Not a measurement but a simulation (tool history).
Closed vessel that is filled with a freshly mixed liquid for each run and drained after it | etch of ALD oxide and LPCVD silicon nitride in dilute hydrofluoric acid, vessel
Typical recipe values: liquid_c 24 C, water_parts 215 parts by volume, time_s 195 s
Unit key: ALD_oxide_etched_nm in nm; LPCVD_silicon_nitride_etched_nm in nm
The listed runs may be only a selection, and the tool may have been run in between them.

run     day  liquid_c  water_parts  time_s  wafers since the last listed run  hours since the thermometer was replaced  hours since the hydrofluoric acid flow meter was replaced  hours since the gauge calibration  read-back film thickness of the ALD oxide reference wafer, read on the same gauge (nm)  read-back film thickness of the LPCVD silicon nitride reference wafer, read on the same gauge (nm)  ALD_oxide_etched_nm  LPCVD_silicon_nitride_etched_nm
  1       0        24          215     195                                 0                                     319.9                                                       2163                              784.6                                                                                   51.65                                                                                             154.903                    9                            0.504
  2   0.588        24          250     195                              1725                                       334                                                     2177.1                              798.7                                                                                   51.68                                                                                             154.988                 7.55                            0.439
  3    1.85        24          250     195                              3708                                     364.3                                                     2207.4                                829                                                                                   51.71                                                                                              155.14                 7.51                             0.43
      5.538  -- hydrofluoric acid flow meter replaced
  4   5.754        24          250     195                             11344                                       458                                                        5.2                              922.7                                                                                    51.9                                                                                             155.737                 7.43                            0.413
  5   6.904        24          215     195                              3377                                     485.6                                                       32.8                              950.3                                                                                      52                                                                                             155.911                 9.16                            0.512
  6   7.583        24          275     195                              1994                                     501.9                                                       49.1                              966.6                                                                                      52                                                                                             155.995                 6.71                             0.36
  7   9.017        24          275     195                              4209                                     536.3                                                       83.5                               1001                                                                                   52.06                                                                                             156.213                 6.77                            0.365
  8  10.512        24          275     195                              4393                                     572.2                                                      119.4                             1036.9                                                                                   52.17                                                                                             156.395                 6.72                            0.407
  9  11.175      21.5          215     260                              1945                                     588.1                                                      135.3                             1052.8                                                                                   52.16                                                                                             156.502                11.02                            0.601
 10  12.529        24          215     230                              3977                                     620.6                                                      167.8                             1085.3                                                                                    52.2                                                                                             156.706                10.87                             0.63
     13.046  -- gauge calibrated
     13.658  -- thermometer replaced
 11  13.679      22.5          300     130                              3255                                       0.5                                                      195.4                               15.2                                                                                   49.65                                                                                             149.073                 3.64                            0.196
 12  15.096      20.5          215     225                              4160                                      34.5                                                      229.4                               49.2                                                                                   49.77                                                                                             149.283                 8.84                            0.457
 13  16.338        24          215     195                              3646                                      64.3                                                      259.2                                 79                                                                                   49.83                                                                                             149.467                 8.76                            0.492
 14  16.933        24          215     195                              1749                                      78.6                                                      273.5                               93.3                                                                                   49.87                                                                                              149.56                 8.61                            0.455
 15  17.708        20          120     255                              2276                                      97.2                                                      292.1                              111.9                                                                                   49.86                                                                                             149.685                19.38                            0.935
 16   18.55        24          215     225                              2472                                     117.4                                                      312.3                              132.1                                                                                   49.94                                                                                             149.763                10.17                            0.512
 17  20.017        27          315     115                              4307                                     152.6                                                      347.5                              167.3                                                                                   49.99                                                                                             149.991                 3.56                            0.221
 18  20.854        24          215     100                              2459                                     172.7                                                      367.6                              187.4                                                                                   50.05                                                                                             150.085                 4.56                            0.247
 19  21.421        24          215     195                              1664                                     186.3                                                      381.2                                201                                                                                   50.07                                                                                             150.232                 8.75                            0.498
 20  22.725        24          115     155                              3830                                     217.6                                                      412.5                              232.3                                                                                   50.11                                                                                             150.387                 14.4                            0.726
 21  24.208        24          215     275                              4356                                     253.2                                                      448.1                              267.9                                                                                    50.2                                                                                             150.609                12.42                            0.686
 22  24.892      22.5          300     130                              2006                                     269.6                                                      464.5                              284.3                                                                                   50.22                                                                                             150.703                 3.65                            0.213
 23  25.812        24          120     195                              2704                                     291.7                                                      486.6                              306.4                                                                                   50.25                                                                                             150.827                17.37                            0.856
 24  27.408        24          320     260                              4687                                       330                                                      524.9                              344.7                                                                                   50.36                                                                                             151.054                  7.1                            0.433
 25  28.462        22          310     290                              3096                                     355.3                                                      550.2                                370                                                                                    50.4                                                                                             151.201                 7.72                            0.427
 26  29.708        24          150     195                              3659                                     385.2                                                      580.1                              399.9                                                                                   50.44                                                                                             151.366                13.88                            0.708

What if the next run were any one of these 4? Each begins from the tool's condition after run 26:
  A  29.738        24          300     195                                85                                     385.9                                                      580.8                              400.6                                                                                       ?                                                                                                   ?                    ?                                ?
  B  29.738        29          260     300                                85                                     385.9                                                      580.8                              400.6                                                                                       ?                                                                                                   ?                    ?                                ?
  C  29.738        27          300     155                                85                                     385.9                                                      580.8                              400.6                                                                                       ?                                                                                                   ?                    ?                                ?
  D  29.738        24          135     195                                85                                     385.9                                                      580.8                              400.6                                                                                       ?                                                                                                   ?                    ?                                ?

run  read-back film thickness of the ALD oxide reference wafer, read on the same gauge (nm)  read-back film thickness of the LPCVD silicon nitride reference wafer, read on the same gauge (nm)  ALD_oxide_etched_nm  LPCVD_silicon_nitride_etched_nm
  A                                                                                   50.48                                                                                             151.374                 5.73                            0.344
  B                                                                                   50.48                                                                                             151.374                12.57                            0.825
  C                                                                                   50.48                                                                                             151.374                 5.04                            0.327
  D                                                                                   50.48                                                                                             151.374                15.16                            0.758
Take away the tool's hidden state, keep each run's random variation, and the runs would have read:
run  ALD_oxide_etched_nm  LPCVD_silicon_nitride_etched_nm
  A                 5.68                            0.341
  B                12.46                            0.817
  C                    5                            0.324
  D                15.02                            0.751
